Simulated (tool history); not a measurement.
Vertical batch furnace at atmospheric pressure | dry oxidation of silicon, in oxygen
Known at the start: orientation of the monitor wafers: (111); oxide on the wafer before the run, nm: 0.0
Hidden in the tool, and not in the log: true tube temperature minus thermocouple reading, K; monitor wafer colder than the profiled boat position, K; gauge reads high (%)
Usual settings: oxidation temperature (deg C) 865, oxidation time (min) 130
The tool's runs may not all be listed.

run,day,oxidation temperature (deg C),oxidation time (min),wafers since the last listed run,hours since the last temperature calibration,hours since the boat lift was adjusted,hours since the gauge calibration,"read-back reference wafer on the same gauge, thickness",oxide thickness on the monitor wafer (angstrom)
1,0,865,130,0,2659.4,2530.6,312.5,31.2,335.8
2,0.854,865,130,307,2679.9,2551.1,333,31.21,337.4
3,1.496,880,130,230,2695.3,2566.5,348.4,31.19,394.1
4,2.421,865,130,332,2717.5,2588.7,370.6,31.21,337.7
5,3.267,871,130,304,2737.8,2609,390.9,31.21,358.5
6,3.808,871,130,194,2750.8,2622,403.9,31.19,358.5
7,4.367,871,130,200,2764.2,2635.4,417.3,31.19,358.1
8,4.725,865,130,128,2772.8,2644,425.9,31.2,335.2
9,5.167,865,154.5,158,2783.4,2654.6,436.5,31.19,380.1
10,5.875,865,154.5,254,2800.4,2671.6,453.5,31.18,377.6
11,6.838,865,130,346,2823.5,2694.7,476.6,31.2,336.5
12,9.742,865,130,1044,2893.2,2764.4,546.3,31.2,336.2
13,10.579,865,130,301,2913.3,2784.5,566.4,31.19,337.4
14,11.338,865,130,272,2931.5,2802.7,584.6,31.2,335.1
15,11.821,865,130,173,2943.1,2814.3,596.2,31.2,336.1
16,12.217,865,130,142,2952.6,2823.8,605.7,31.21,336.1
17,13.075,865,130,308,2973.2,2844.4,626.3,31.2,337.1
# day 14.571: boat lift adjusted
18,14.592,888,176,185,3009.6,0.5,662.7,31.19,530.1
19,14.829,876,168.5,85,3015.3,6.2,668.4,31.2,453.4
20,15.292,858,153.5,166,3026.4,17.3,679.5,31.2,350.3
21,16.058,865,130,275,3044.8,35.7,697.9,31.19,337.3

Run 22 comes next. What will it give?
22,16.421,885,112,130,3053.5,44.4,706.6,?,?

{"run 22": {"read-back reference wafer on the same gauge, thickness": 31.19, "oxide thickness on the monitor wafer (angstrom)": 376.2}}
Without the tool's hidden state the same run would have given oxide thickness on the monitor wafer (angstrom) 357.

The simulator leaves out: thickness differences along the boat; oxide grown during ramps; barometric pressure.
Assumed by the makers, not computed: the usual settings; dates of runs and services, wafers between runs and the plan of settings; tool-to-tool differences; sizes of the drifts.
